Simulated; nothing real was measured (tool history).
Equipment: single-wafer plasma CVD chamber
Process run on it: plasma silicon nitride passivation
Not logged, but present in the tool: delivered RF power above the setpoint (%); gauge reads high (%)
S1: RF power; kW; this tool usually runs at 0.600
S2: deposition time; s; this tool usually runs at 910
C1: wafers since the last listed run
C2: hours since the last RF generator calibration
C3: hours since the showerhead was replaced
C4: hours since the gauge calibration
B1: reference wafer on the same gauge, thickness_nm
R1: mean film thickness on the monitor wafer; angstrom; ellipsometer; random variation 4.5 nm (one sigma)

run	hour	S1	S2	C1	C2	C3	C4	B1	R1
1	0.0	0.525	910	0	1562.2	3698.9	357.2	1490.120	15553.83
2	57.1	0.525	910	88	1619.3	3756.0	414.3	1489.684	15611.53
3	106.9	0.520	910	76	1669.1	3805.8	464.1	1489.330	15484.84
4	143.3	0.600	783	56	1705.5	3842.2	500.5	1490.188	14090.66
5	168.7	0.600	910	39	1730.9	3867.6	525.9	1490.040	16359.39
6	220.5	0.600	910	79	1782.7	3919.4	577.7	1489.163	16407.82
# hour 264.8: showerhead replaced, of another model than before
7	270.5	0.600	910	64	1832.7	5.7	627.7	1489.686	16026.86
8	308.3	0.600	910	58	1870.5	43.5	665.5	1490.170	16050.75
# hour 351.4: gauge calibrated
# hour 354.5: RF generator calibrated
9	357.0	0.505	1031	62	2.5	92.2	5.6	1489.484	17042.02
10	384.9	0.600	771	43	30.4	120.1	33.5	1490.636	14305.49
11	434.8	0.495	750	77	80.3	170.0	83.4	1489.201	12149.44
12	463.6	0.630	759	44	109.1	198.8	112.2	1490.143	14366.68
13	495.5	0.600	910	49	141.0	230.7	144.1	1490.782	16712.84

Run 14 has not been measured yet. What should we expect?
14	547.8	0.630	1090	80	193.3	283.0	196.4	?	?

Run 14 measured B1 1489.770, R1 20602.92 angstrom.
Were there no unlogged condition in the tool, this run, its random variation unchanged, would have produced R1 20952.85 angstrom.

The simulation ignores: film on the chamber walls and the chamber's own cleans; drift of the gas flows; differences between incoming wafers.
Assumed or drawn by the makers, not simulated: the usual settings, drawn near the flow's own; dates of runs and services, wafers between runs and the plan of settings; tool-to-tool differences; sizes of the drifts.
